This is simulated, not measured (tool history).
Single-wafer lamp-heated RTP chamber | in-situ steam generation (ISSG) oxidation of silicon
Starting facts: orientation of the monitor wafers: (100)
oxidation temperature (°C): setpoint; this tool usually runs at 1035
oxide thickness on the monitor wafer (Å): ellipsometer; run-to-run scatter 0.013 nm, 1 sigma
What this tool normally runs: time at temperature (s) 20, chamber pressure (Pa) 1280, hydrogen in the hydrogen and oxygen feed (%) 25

run	hour	oxidation temperature (°C)	time at temperature (s)	chamber pressure (Pa)	hydrogen in the hydrogen and oxygen feed (%)	read-back reference wafer on the same gauge, thickness	oxide thickness on the monitor wafer (Å)
1	0	1023	20	1280	21	5.469	53.33
2	34.1	1023	20	1280	21	5.47	53.3
3	47	1035	20	1280	25	5.473	58.9
4	71	1035	20	1280	25	5.47	58.66
5	84.6	1035	20	1280	25	5.466	59.19
6	109.1	1035	20	1333	32	5.467	62.06
# hour 163.2: pyrometer window cleaned and pyrometer calibrated
7	215.2	1035	20	1333	32	5.471	61.65
8	227.6	1035	20	1333	32	5.469	61.91
9	253.6	1035	20	1280	25	5.469	58.84
10	308.7	1035	20	1280	25	5.469	59.08
11	321.9	1035	20	1280	25	5.47	59.3
# hour 340.3: pyrometer window cleaned and pyrometer calibrated
12	340.8	1035	20	1280	25	5.472	58.64
13	360.8	1019	23	1280	25	5.469	58.43
14	440.8	1019	23	1280	25	5.468	58.33
# hour 502.2: pyrometer window cleaned and pyrometer calibrated
15	502.7	1035	20	1280	25	5.472	58.62
# hour 507.5: gauge calibrated
16	515.7	1035	20	1280	25	5.468	58.59
17	538.3	1027	25	1200	25	5.473	64.02
18	558.3	1035	20	1360	30	5.47	60.4
19	589.3	1053	13	1160	19	5.468	49.25
# hour 606.6: hydrogen flow controller replaced
20	607.1	1024	14	1333	17	5.47	42.71
# hour 637.5: pressure gauge zeroed
21	638.8	1035	27	1080	25	5.472	69.99
22	653.5	1035	20	1280	25	5.467	59.07
23	686.1	1018	26	1280	25	5.473	62.05
# hour 706.3: pyrometer window cleaned and pyrometer calibrated
24	713.3	1043	16	1200	18	5.472	51.11
25	727.9	1052	16	1280	19	5.467	53.96
26	753.6	1035	27	1280	32	5.47	72.32
27	781.8	1026	20	1360	29	5.472	57.46

Run 28, settings as shown, results not yet in. Your forecast:
28	815.7	1049	17	1147	25	?	?

Run 28 produced read-back reference wafer on the same gauge, thickness 5.475, oxide thickness on the monitor wafer (Å) 59.15.
Were there no unlogged condition in the tool, this run, its random variation unchanged, would have produced oxide thickness on the monitor wafer (Å) 58.76.
